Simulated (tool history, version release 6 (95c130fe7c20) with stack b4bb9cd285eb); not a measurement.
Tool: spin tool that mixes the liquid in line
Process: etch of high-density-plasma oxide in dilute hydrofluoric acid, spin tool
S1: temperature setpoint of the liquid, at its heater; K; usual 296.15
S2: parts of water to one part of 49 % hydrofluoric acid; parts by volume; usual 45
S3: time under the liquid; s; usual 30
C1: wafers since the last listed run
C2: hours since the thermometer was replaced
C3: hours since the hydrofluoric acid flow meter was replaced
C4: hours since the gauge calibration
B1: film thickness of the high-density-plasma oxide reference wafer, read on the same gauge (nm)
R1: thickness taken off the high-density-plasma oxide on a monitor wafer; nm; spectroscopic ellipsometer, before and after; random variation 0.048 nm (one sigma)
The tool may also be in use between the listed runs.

run,hour,S1,S2,S3,C1,C2,C3,C4,B1,R1
1,0,296.15,45,30,0,1555,1848.5,731.8,110,4.58
2,15.5,296.15,45,30,134,1570.5,1864,747.3,110,4.49
3,34.4,296.15,45,30,164,1589.4,1882.9,766.2,110.01,4.57
4,52.7,296.15,45,15,159,1607.7,1901.2,784.5,109.99,2.22
5,77.1,296.15,45,15,212,1632.1,1925.6,808.9,109.99,2.3
6,96.6,296.15,45,15,169,1651.6,1945.1,828.4,110,2.24
7,113.9,296.15,35,30,150,1668.9,1962.4,845.7,110.02,5.87
8,145,297.65,25,45,270,1700,1993.5,876.8,110.01,13.19
9,174.4,296.15,45,30,255,1729.4,2022.9,906.2,110,4.46
10,206.6,298.15,45,30,280,1761.6,2055.1,938.4,109.99,4.89
# hour 211.9: hydrofluoric acid flow meter replaced
11,225.4,298.15,35,30,154,1780.4,13.5,957.2,109.98,6.34
12,241.1,292.15,40,50,136,1796.1,29.2,972.9,110,7.06
13,263.2,298.15,40,40,192,1818.2,51.3,995,110.01,7.23
14,284.3,296.15,60,30,183,1839.3,72.4,1016.1,109.99,3.27
# hour 297.2: gauge calibrated
15,307.8,296.15,45,30,204,1862.8,95.9,10.6,110,4.41
16,335.4,293.65,45,20,240,1890.4,123.5,38.2,110,2.69
17,354.9,296.15,45,25,169,1909.9,143,57.7,109.99,3.63
18,379.6,291.65,35,30,214,1934.6,167.7,82.4,110,4.68
# hour 387.8: thermometer replaced
19,471.6,298.65,35,30,792,83.8,259.7,174.4,109.99,7.06
20,498,296.15,45,30,229,110.2,286.1,200.8,110.01,4.93
21,523,300.65,45,20,217,135.2,311.1,225.8,109.99,3.92
22,540.3,292.15,30,40,150,152.5,328.4,243.1,110,8.42
23,563,298.65,35,45,197,175.2,351.1,265.8,109.99,10.47
24,575.7,292.15,50,45,110,187.9,363.8,278.5,110.01,5.53
25,587.9,296.15,45,30,106,200.1,376,290.7,109.99,4.84
26,608.5,296.15,25,30,179,220.7,396.6,311.3,109.99,8.99
27,625.8,296.15,30,30,150,238,413.9,328.6,109.99,7.43
28,661.3,298.65,50,40,308,273.5,449.4,364.1,110.01,6.4
29,680.1,294.65,45,30,163,292.3,468.2,382.9,110.01,4.58
30,692.6,296.15,45,30,108,304.8,480.7,395.4,109.99,4.77
31,722.1,296.15,35,25,256,334.3,510.2,424.9,110,5.34

5 ways to go on from here, each from the tool as it stands after run 31. What would each give?
A,722.5,296.15,45,50,3,334.7,510.6,425.3,?,?
B,722.5,293.65,55,30,3,334.7,510.6,425.3,?,?
C,722.5,300.15,45,45,3,334.7,510.6,425.3,?,?
D,722.5,298.65,45,30,3,334.7,510.6,425.3,?,?
E,722.5,293.65,30,45,3,334.7,510.6,425.3,?,?

run,B1,R1
A,110.01,8.14
B,110.01,3.55
C,110.01,8.64
D,110.01,5.42
E,110.01,10.07
Without the tool's hidden state the same runs would have given:
run,R1
A,8.3
B,3.62
C,8.8
D,5.52
E,10.27

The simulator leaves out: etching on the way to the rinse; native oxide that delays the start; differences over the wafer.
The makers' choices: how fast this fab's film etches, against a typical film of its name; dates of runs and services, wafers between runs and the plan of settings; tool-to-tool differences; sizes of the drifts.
